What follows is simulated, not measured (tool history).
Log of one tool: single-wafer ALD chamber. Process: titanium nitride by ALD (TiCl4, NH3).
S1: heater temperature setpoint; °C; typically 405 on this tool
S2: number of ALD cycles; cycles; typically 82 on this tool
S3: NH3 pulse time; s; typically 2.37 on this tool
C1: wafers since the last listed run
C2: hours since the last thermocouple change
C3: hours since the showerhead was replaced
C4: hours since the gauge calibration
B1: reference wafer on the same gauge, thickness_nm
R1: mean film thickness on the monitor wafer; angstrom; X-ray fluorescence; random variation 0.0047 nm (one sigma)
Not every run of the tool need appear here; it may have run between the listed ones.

Run 1, hour 0: usual settings but S1 399 °C; C1 0; C2 2504.7; C3 7364.7; C4 72.1; B1 1.749. Result: R1 18.86 angstrom.
Run 2, hour 13.6: usual settings but S1 399 °C; C1 44; C2 2518.3; C3 7378.3; C4 85.7; B1 1.75. Result: R1 18.78 angstrom.
Run 3, hour 30.2: usual settings but S1 399 °C; C1 54; C2 2534.9; C3 7394.9; C4 102.3; B1 1.75. Result: R1 18.79 angstrom.
Run 4, hour 42.3: usual settings; C1 39; C2 2547; C3 7407; C4 114.4; B1 1.751. Result: R1 18.85 angstrom.
Run 5, hour 54.3: usual settings but S1 410 °C, S3 2.77 s; C1 39; C2 2559; C3 7419; C4 126.4; B1 1.747. Result: R1 18.98 angstrom.
Run 6, hour 67.8: usual settings but S1 410 °C, S3 2.77 s; C1 44; C2 2572.5; C3 7432.5; C4 139.9; B1 1.748. Result: R1 18.97 angstrom.
Run 7, hour 80.1: usual settings but S1 410 °C, S3 2.77 s; C1 40; C2 2584.8; C3 7444.8; C4 152.2; B1 1.751. Result: R1 18.96 angstrom.
Run 8, hour 88.6: usual settings; C1 27; C2 2593.3; C3 7453.3; C4 160.7; B1 1.749. Result: R1 18.92 angstrom.
Run 9, hour 106.2: usual settings; C1 57; C2 2610.9; C3 7470.9; C4 178.3; B1 1.749. Result: R1 18.82 angstrom.
Run 10, hour 124: usual settings; C1 58; C2 2628.7; C3 7488.7; C4 196.1; B1 1.75. Result: R1 18.88 angstrom.
Run 11, hour 141.4: usual settings; C1 57; C2 2646.1; C3 7506.1; C4 213.5; B1 1.75. Result: R1 18.82 angstrom.
Run 12, hour 158.2: usual settings; C1 55; C2 2662.9; C3 7522.9; C4 230.3; B1 1.751. Result: R1 18.84 angstrom.
Run 13, hour 172.6: usual settings but S1 402 °C; C1 47; C2 2677.3; C3 7537.3; C4 244.7; B1 1.752. Result: R1 18.95 angstrom.
At hour 225.6: showerhead replaced.
Run 14, hour 226.1: usual settings but S1 402 °C; C1 149; C2 2730.8; C3 0.5; C4 298.2; B1 1.749. Result: R1 18.93 angstrom.
At hour 227.9: gauge calibrated.
Run 15, hour 238.4: usual settings; C1 40; C2 2743.1; C3 12.8; C4 10.5; B1 1.749. Result: R1 18.88 angstrom.
Run 16, hour 256.2: usual settings; C1 58; C2 2760.9; C3 30.6; C4 28.3; B1 1.75. Result: R1 18.83 angstrom.
Run 17, hour 272.2: usual settings; C1 52; C2 2776.9; C3 46.6; C4 44.3; B1 1.749. Result: R1 18.89 angstrom.
Run 18, hour 286.8: usual settings but S2 75 cycles; C1 47; C2 2791.5; C3 61.2; C4 58.9; B1 1.751. Result: R1 17.35 angstrom.
At hour 296.6: thermocouple changed; heater temperature recalibrated.
Run 19, hour 303.9: usual settings; C1 29; C2 7.3; C3 78.3; C4 76; B1 1.751. Result: R1 18.81 angstrom.
Run 20, hour 345.9: usual settings; C1 137; C2 49.3; C3 120.3; C4 118; B1 1.75. Result: R1 18.94 angstrom.
Run 21, hour 358.9: usual settings but S1 400 °C; C1 42; C2 62.3; C3 133.3; C4 131; B1 1.751. Result: R1 18.75 angstrom.
Run 22, hour 391: usual settings but S1 410 °C, S3 2.77 s; C1 105; C2 94.4; C3 165.4; C4 163.1; B1 1.749. Result: R1 19 angstrom.
Run 23, hour 399.3: usual settings but S1 393 °C, S2 90 cycles; C1 27; C2 102.7; C3 173.7; C4 171.4; B1 1.748. Result: R1 20.54 angstrom.
Run 24, hour 405.6: usual settings but S1 396 °C, S2 90 cycles, S3 1.85 s; C1 20; C2 109; C3 180; C4 177.7; B1 1.749. Result: R1 20.45 angstrom.
Run 25, hour 416: usual settings but S1 394 °C, S2 92 cycles, S3 1.7 s; C1 34; C2 119.4; C3 190.4; C4 188.1; B1 1.749. Result: R1 20.79 angstrom.
Run 26, hour 433.7: usual settings but S3 1.52 s; C1 58; C2 137.1; C3 208.1; C4 205.8; B1 1.749. Result: R1 18.52 angstrom.
Run 27, hour 444.2: usual settings; C1 34; C2 147.6; C3 218.6; C4 216.3; B1 1.748. Result: R1 18.86 angstrom.
Run 28, hour 451.3: usual settings but S2 70 cycles, S3 3.29 s; C1 23; C2 154.7; C3 225.7; C4 223.4; B1 1.752. Result: R1 16.26 angstrom.
Run 29, hour 458.6: usual settings but S3 1.45 s; C1 23; C2 162; C3 233; C4 230.7; B1 1.749. Result: R1 18.52 angstrom.
Run 30, hour 476: usual settings but S1 393 °C, S2 90 cycles; C1 57; C2 179.4; C3 250.4; C4 248.1; B1 1.751. Result: R1 20.55 angstrom.
Run 31, hour 488.2: usual settings but S2 70 cycles; C1 40; C2 191.6; C3 262.6; C4 260.3; B1 1.75. Result: R1 16.11 angstrom.
Run 32, hour 497.5: usual settings but S1 410 °C, S3 2.77 s; C1 30; C2 200.9; C3 271.9; C4 269.6; B1 1.75. Result: R1 18.89 angstrom.
Run 33, hour 513.3: usual settings but S2 72 cycles; C1 51; C2 216.7; C3 287.7; C4 285.4; B1 1.749. Result: R1 16.48 angstrom.

Here are 3 independent what-if runs from the current tool condition. What would each one return?
Run A, hour 513.9: usual settings; C1 1; C2 217.3; C3 288.3; C4 286; B1 ?. Result: R1 ?.
Run B, hour 513.9: usual settings but S1 391 °C, S3 1.56 s; C1 1; C2 217.3; C3 288.3; C4 286; B1 ?. Result: R1 ?.
Run C, hour 513.9: usual settings but S3 2.84 s; C1 1; C2 217.3; C3 288.3; C4 286; B1 ?. Result: R1 ?.

run     B1     R1
  A  1.749  18.84
  B  1.749  18.33
  C  1.749  18.96
What these runs would have given with no unlogged condition in the tool:
run     R1
  A  18.84
  B  18.33
  C  18.96
